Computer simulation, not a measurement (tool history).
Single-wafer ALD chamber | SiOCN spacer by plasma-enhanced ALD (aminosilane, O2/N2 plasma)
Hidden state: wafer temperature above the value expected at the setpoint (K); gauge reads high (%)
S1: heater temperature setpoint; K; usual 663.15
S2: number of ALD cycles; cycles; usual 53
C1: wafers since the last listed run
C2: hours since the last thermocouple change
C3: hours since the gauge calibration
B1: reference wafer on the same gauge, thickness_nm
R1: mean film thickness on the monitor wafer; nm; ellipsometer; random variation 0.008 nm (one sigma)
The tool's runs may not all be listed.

Run 1, hour 0.0: usual settings but S2 45 cycles; C1 0; C2 1920.6; C3 362.5; B1 3.822. Result: R1 2.729 nm.
Run 2, hour 30.7: usual settings but S2 45 cycles; C1 159; C2 1951.3; C3 393.2; B1 3.821. Result: R1 2.721 nm.
Run 3, hour 50.1: usual settings; C1 100; C2 1970.7; C3 412.6; B1 3.821. Result: R1 3.212 nm.
At hour 60.1: gauge calibrated.
Run 4, hour 67.4: usual settings but S1 652.15 K, S2 56 cycles; C1 89; C2 1988.0; C3 7.3; B1 3.823. Result: R1 3.393 nm.
Run 5, hour 109.4: usual settings but S1 652.15 K, S2 56 cycles; C1 218; C2 2030.0; C3 49.3; B1 3.820. Result: R1 3.393 nm.
Run 6, hour 129.5: usual settings but S1 652.15 K, S2 56 cycles; C1 104; C2 2050.1; C3 69.4; B1 3.820. Result: R1 3.386 nm.
Run 7, hour 162.9: usual settings but S1 674.15 K; C1 173; C2 2083.5; C3 102.8; B1 3.820. Result: R1 3.183 nm.
Run 8, hour 257.0: usual settings but S1 674.15 K; C1 488; C2 2177.6; C3 196.9; B1 3.821. Result: R1 3.174 nm.
At hour 290.6: thermocouple changed; heater temperature recalibrated.
Run 9, hour 291.1: usual settings but S1 674.15 K; C1 135; C2 0.5; C3 231.0; B1 3.820. Result: R1 3.191 nm.
Run 10, hour 297.4: usual settings; C1 32; C2 6.8; C3 237.3; B1 3.820. Result: R1 3.229 nm.
Run 11, hour 330.1: usual settings; C1 169; C2 39.5; C3 270.0; B1 3.820. Result: R1 3.198 nm.
Run 12, hour 344.3: usual settings but S1 658.15 K; C1 73; C2 53.7; C3 284.2; B1 3.818. Result: R1 3.197 nm.
Run 13, hour 364.7: usual settings but S1 651.15 K; C1 105; C2 74.1; C3 304.6; B1 3.819. Result: R1 3.215 nm.
Run 14, hour 429.1: usual settings but S1 658.15 K, S2 56 cycles; C1 334; C2 138.5; C3 369.0; B1 3.819. Result: R1 3.400 nm.
Run 15, hour 446.0: usual settings but S2 49 cycles; C1 87; C2 155.4; C3 385.9; B1 3.823. Result: R1 2.968 nm.
At hour 469.5: gauge calibrated.
Run 16, hour 470.4: usual settings but S1 653.15 K, S2 48 cycles; C1 126; C2 179.8; C3 0.9; B1 3.817. Result: R1 2.907 nm.
Run 17, hour 487.0: usual settings but S1 667.15 K, S2 58 cycles; C1 86; C2 196.4; C3 17.5; B1 3.817. Result: R1 3.514 nm.
Run 18, hour 506.1: usual settings; C1 99; C2 215.5; C3 36.6; B1 3.819. Result: R1 3.205 nm.
Run 19, hour 528.9: usual settings but S1 656.15 K; C1 118; C2 238.3; C3 59.4; B1 3.822. Result: R1 3.203 nm.
Run 20, hour 558.6: usual settings; C1 154; C2 268.0; C3 89.1; B1 3.819. Result: R1 3.220 nm.
Run 21, hour 586.8: usual settings but S1 668.15 K, S2 63 cycles; C1 146; C2 296.2; C3 117.3; B1 3.820. Result: R1 3.813 nm.
Run 22, hour 614.3: usual settings but S2 56 cycles; C1 142; C2 323.7; C3 144.8; B1 3.820. Result: R1 3.398 nm.
Run 23, hour 649.7: usual settings but S1 667.15 K, S2 47 cycles; C1 183; C2 359.1; C3 180.2; B1 3.820. Result: R1 2.846 nm.
Run 24, hour 675.2: usual settings but S1 677.15 K, S2 45 cycles; C1 132; C2 384.6; C3 205.7; B1 3.819. Result: R1 2.690 nm.
Run 25, hour 708.5: usual settings; C1 172; C2 417.9; C3 239.0; B1 3.821. Result: R1 3.194 nm.
Run 26, hour 725.8: usual settings but S1 667.15 K, S2 61 cycles; C1 89; C2 435.2; C3 256.3; B1 3.820. Result: R1 3.693 nm.
Run 27, hour 755.2: usual settings but S1 657.15 K; C1 152; C2 464.6; C3 285.7; B1 3.818. Result: R1 3.206 nm.
Run 28, hour 790.1: usual settings but S1 667.15 K, S2 47 cycles; C1 181; C2 499.5; C3 320.6; B1 3.820. Result: R1 2.853 nm.

Hidden state at the last listed run before each entry between runs and at the first one after, where it differs:
Between runs 3 and 4: gauge calibrated (hour 60.1)
  no hidden state differs between the two runs
Between runs 8 and 9: thermocouple changed; heater temperature recalibrated (hour 290.6)
  no hidden state differs between the two runs
Between runs 15 and 16: gauge calibrated (hour 469.5)
  no hidden state differs between the two runs
